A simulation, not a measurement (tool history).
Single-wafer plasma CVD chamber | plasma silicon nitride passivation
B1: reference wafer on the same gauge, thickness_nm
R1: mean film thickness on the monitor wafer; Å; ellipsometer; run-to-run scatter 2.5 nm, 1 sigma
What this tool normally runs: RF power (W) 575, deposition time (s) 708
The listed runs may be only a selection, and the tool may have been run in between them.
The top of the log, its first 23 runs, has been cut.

{"run": 24, "hour": 591.5, "RF power (W)": 575, "deposition time (s)": 708, "B1": 1400.398, "R1": 11680.19}
{"run": 25, "hour": 610.4, "RF power (W)": 525, "deposition time (s)": 590, "B1": 1399.856, "R1": 9448.32}
{"run": 26, "hour": 644.0, "RF power (W)": 625, "deposition time (s)": 634, "B1": 1400.615, "R1": 10780.19}
{"run": 27, "hour": 664.1, "RF power (W)": 520, "deposition time (s)": 789, "B1": 1400.113, "R1": 12542.11}
{"run": 28, "hour": 696.3, "RF power (W)": 575, "deposition time (s)": 801, "B1": 1400.746, "R1": 13278.48}
{"run": 29, "hour": 729.9, "RF power (W)": 635, "deposition time (s)": 708, "B1": 1399.655, "R1": 12191.87}
{"run": 30, "hour": 745.1, "RF power (W)": 640, "deposition time (s)": 807, "B1": 1400.153, "R1": 13924.81}
{"run": 31, "hour": 800.8, "RF power (W)": 575, "deposition time (s)": 708, "B1": 1400.123, "R1": 11721.81}
{"run": 32, "hour": 828.2, "RF power (W)": 515, "deposition time (s)": 831, "B1": 1399.842, "R1": 13172.32}
{"hour": 832.6, "done": "gauge calibrated"}
{"run": 33, "hour": 861.4, "RF power (W)": 575, "deposition time (s)": 708, "B1": 1400.433, "R1": 11737.62}

What if the next run were any one of these 3? Each begins from the tool's condition after run 33:
{"run": "A", "hour": 862.0, "RF power (W)": 475, "deposition time (s)": 708, "B1": "?", "R1": "?"}
{"run": "B", "hour": 862.0, "RF power (W)": 500, "deposition time (s)": 708, "B1": "?", "R1": "?"}
{"run": "C", "hour": 862.0, "RF power (W)": 475, "deposition time (s)": 662, "B1": "?", "R1": "?"}

run=A B1=1400.02 R1=10898.12
run=B B1=1400.02 R1=11113.92
run=C B1=1400.02 R1=10190.05
Take away the tool's hidden state, keep each run's random variation, and the runs would have read:
run=A R1=10927.2
run=B R1=11143.57
run=C R1=10217.24

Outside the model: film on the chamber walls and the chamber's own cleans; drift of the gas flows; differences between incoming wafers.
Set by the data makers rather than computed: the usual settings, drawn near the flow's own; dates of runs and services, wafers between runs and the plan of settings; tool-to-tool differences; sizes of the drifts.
